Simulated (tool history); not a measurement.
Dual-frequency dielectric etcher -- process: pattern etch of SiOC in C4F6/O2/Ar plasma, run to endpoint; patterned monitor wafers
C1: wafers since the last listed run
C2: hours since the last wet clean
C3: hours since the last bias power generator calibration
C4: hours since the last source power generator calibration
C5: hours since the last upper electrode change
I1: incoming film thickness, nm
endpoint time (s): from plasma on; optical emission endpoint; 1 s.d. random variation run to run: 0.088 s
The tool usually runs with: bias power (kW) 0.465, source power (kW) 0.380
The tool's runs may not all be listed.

Run 1, hour 0.0: usual settings but bias power (kW) 0.526; C1 0; C2 377.1; C3 1762.4; C4 3432.2; C5 4755.4; I1 40.58. Result: endpoint time (s) 15.7.
Run 2, hour 8.4: usual settings but bias power (kW) 0.526; C1 96; C2 385.5; C3 1770.8; C4 3440.6; C5 4763.8; I1 40.72. Result: endpoint time (s) 15.8.
Run 3, hour 21.3: usual settings but bias power (kW) 0.526; C1 148; C2 398.4; C3 1783.7; C4 3453.5; C5 4776.7; I1 40.41. Result: endpoint time (s) 15.9.
Run 4, hour 33.1: usual settings but bias power (kW) 0.511; C1 135; C2 410.2; C3 1795.5; C4 3465.3; C5 4788.5; I1 40.77. Result: endpoint time (s) 16.1.
Run 5, hour 44.3: usual settings but bias power (kW) 0.511; C1 128; C2 421.4; C3 1806.7; C4 3476.5; C5 4799.7; I1 41.03. Result: endpoint time (s) 16.2.
Run 6, hour 59.3: usual settings; C1 172; C2 436.4; C3 1821.7; C4 3491.5; C5 4814.7; I1 40.92. Result: endpoint time (s) 16.6.
Run 7, hour 75.5: usual settings; C1 186; C2 452.6; C3 1837.9; C4 3507.7; C5 4830.9; I1 41.04. Result: endpoint time (s) 16.7.
Run 8, hour 90.6: usual settings but bias power (kW) 0.407; C1 173; C2 467.7; C3 1853.0; C4 3522.8; C5 4846.0; I1 40.47. Result: endpoint time (s) 17.0.
Run 9, hour 101.2: usual settings but source power (kW) 0.400; C1 121; C2 478.3; C3 1863.6; C4 3533.4; C5 4856.6; I1 41.25. Result: endpoint time (s) 16.6.
Run 10, hour 115.0: usual settings but source power (kW) 0.400; C1 158; C2 492.1; C3 1877.4; C4 3547.2; C5 4870.4; I1 40.65. Result: endpoint time (s) 16.5.
At hour 145.7: bias power generator calibrated.
At hour 150.1: wet clean of the chamber.
Run 11, hour 150.6: usual settings; C1 312; C2 0.5; C3 4.9; C4 3582.8; C5 4906.0; I1 40.23. Result: endpoint time (s) 15.6.

Estimate the outcome of run 12 from the log above:
Run 12, hour 150.9: usual settings but bias power (kW) 0.381, source power (kW) 0.410; C1 3; C2 0.8; C3 5.2; C4 3583.1; C5 4906.3; I1 40.74. Result: endpoint time (s) ?.

{"run 12": {"endpoint time (s)": 16.3}}
With no hidden state in the tool, this same run would have given endpoint time (s) 16.2.

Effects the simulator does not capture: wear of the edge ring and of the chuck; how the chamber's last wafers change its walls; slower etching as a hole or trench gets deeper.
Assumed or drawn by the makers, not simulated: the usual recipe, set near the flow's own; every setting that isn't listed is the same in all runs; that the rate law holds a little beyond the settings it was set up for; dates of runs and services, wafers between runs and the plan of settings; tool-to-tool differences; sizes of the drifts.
